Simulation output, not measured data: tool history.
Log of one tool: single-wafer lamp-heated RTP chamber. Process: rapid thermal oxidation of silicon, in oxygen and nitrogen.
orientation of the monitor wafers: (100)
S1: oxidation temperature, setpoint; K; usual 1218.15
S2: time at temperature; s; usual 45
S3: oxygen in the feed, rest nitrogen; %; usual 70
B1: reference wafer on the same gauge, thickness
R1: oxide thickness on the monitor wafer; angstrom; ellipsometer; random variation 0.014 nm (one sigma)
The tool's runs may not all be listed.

{"run": 1, "day": 0.0, "S1": 1205.15, "S2": 38, "S3": 70, "B1": 2.841, "R1": 28.96}
{"run": 2, "day": 1.8, "S1": 1205.15, "S2": 38, "S3": 70, "B1": 2.838, "R1": 29.18}
{"run": 3, "day": 3.846, "S1": 1205.15, "S2": 38, "S3": 70, "B1": 2.841, "R1": 29.03}
{"run": 4, "day": 5.754, "S1": 1231.15, "S2": 45, "S3": 70, "B1": 2.839, "R1": 36.13}
{"day": 9.921, "done": "pyrometer window cleaned and pyrometer calibrated"}
{"run": 5, "day": 14.383, "S1": 1218.15, "S2": 45, "S3": 70, "B1": 2.838, "R1": 32.27}
{"run": 6, "day": 15.867, "S1": 1218.15, "S2": 45, "S3": 70, "B1": 2.839, "R1": 32.33}
{"run": 7, "day": 17.429, "S1": 1218.15, "S2": 45, "S3": 90, "B1": 2.842, "R1": 35.26}
{"run": 8, "day": 18.429, "S1": 1218.15, "S2": 45, "S3": 90, "B1": 2.84, "R1": 35.18}
{"run": 9, "day": 20.721, "S1": 1218.15, "S2": 45, "S3": 90, "B1": 2.837, "R1": 35.31}
{"run": 10, "day": 22.329, "S1": 1205.15, "S2": 45, "S3": 47, "B1": 2.841, "R1": 28.3}
{"run": 11, "day": 24.058, "S1": 1205.15, "S2": 45, "S3": 47, "B1": 2.839, "R1": 28.45}
{"run": 12, "day": 25.362, "S1": 1205.15, "S2": 45, "S3": 47, "B1": 2.84, "R1": 28.62}
{"day": 26.271, "done": "pyrometer window cleaned and pyrometer calibrated"}
{"run": 13, "day": 27.912, "S1": 1218.15, "S2": 45, "S3": 87, "B1": 2.841, "R1": 34.44}
{"run": 14, "day": 29.958, "S1": 1218.15, "S2": 45, "S3": 87, "B1": 2.837, "R1": 34.1}
{"run": 15, "day": 32.562, "S1": 1218.15, "S2": 45, "S3": 87, "B1": 2.838, "R1": 34.48}
{"run": 16, "day": 34.358, "S1": 1218.15, "S2": 45, "S3": 82, "B1": 2.844, "R1": 34.09}
{"run": 17, "day": 36.146, "S1": 1218.15, "S2": 45, "S3": 43, "B1": 2.842, "R1": 29.44}
{"day": 37.038, "done": "gauge calibrated"}
{"run": 18, "day": 37.35, "S1": 1243.15, "S2": 55, "S3": 96, "B1": 2.843, "R1": 46.22}
{"run": 19, "day": 39.558, "S1": 1218.15, "S2": 56, "S3": 94, "B1": 2.839, "R1": 39.06}
{"run": 20, "day": 42.242, "S1": 1189.15, "S2": 60, "S3": 90, "B1": 2.837, "R1": 33.26}
{"day": 43.504, "done": "pyrometer window cleaned and pyrometer calibrated"}
{"day": 44.996, "done": "oxygen flow controller replaced"}
{"run": 21, "day": 45.646, "S1": 1218.15, "S2": 45, "S3": 62, "B1": 2.836, "R1": 31.82}
{"run": 22, "day": 47.783, "S1": 1218.15, "S2": 45, "S3": 70, "B1": 2.84, "R1": 32.72}
{"run": 23, "day": 49.05, "S1": 1226.15, "S2": 27, "S3": 70, "B1": 2.842, "R1": 29.15}
{"run": 24, "day": 50.196, "S1": 1227.15, "S2": 27, "S3": 98, "B1": 2.838, "R1": 32.11}
{"run": 25, "day": 52.425, "S1": 1218.15, "S2": 45, "S3": 90, "B1": 2.843, "R1": 35.51}
{"run": 26, "day": 54.5, "S1": 1218.15, "S2": 45, "S3": 89, "B1": 2.837, "R1": 35.77}
{"run": 27, "day": 56.788, "S1": 1236.15, "S2": 45, "S3": 56, "B1": 2.841, "R1": 35.07}
{"run": 28, "day": 58.725, "S1": 1201.15, "S2": 45, "S3": 70, "B1": 2.844, "R1": 30.51}
{"day": 61.029, "done": "pyrometer window cleaned and pyrometer calibrated"}
{"run": 29, "day": 61.496, "S1": 1218.15, "S2": 26, "S3": 70, "B1": 2.841, "R1": 27.18}
{"run": 30, "day": 63.958, "S1": 1218.15, "S2": 45, "S3": 70, "B1": 2.845, "R1": 32.48}

5 ways to go on from here, each from the tool as it stands after run 30. What would each give?
{"run": "A", "day": 63.979, "S1": 1218.15, "S2": 45, "S3": 70, "B1": "?", "R1": "?"}
{"run": "B", "day": 63.979, "S1": 1218.15, "S2": 45, "S3": 93, "B1": "?", "R1": "?"}
{"run": "C", "day": 63.979, "S1": 1218.15, "S2": 32, "S3": 92, "B1": "?", "R1": "?"}
{"run": "D", "day": 63.979, "S1": 1238.15, "S2": 37, "S3": 83, "B1": "?", "R1": "?"}
{"run": "E", "day": 63.979, "S1": 1204.15, "S2": 63, "S3": 78, "B1": "?", "R1": "?"}

run=A B1=2.837 R1=32.45
run=B B1=2.837 R1=34.97
run=C B1=2.837 R1=30.99
run=D B1=2.837 R1=35.83
run=E B1=2.837 R1=34.47
Without the tool's hidden state the same runs would have given:
run=A R1=32.12
run=B R1=34.57
run=C R1=30.68
run=D R1=35.41
run=E R1=34.09
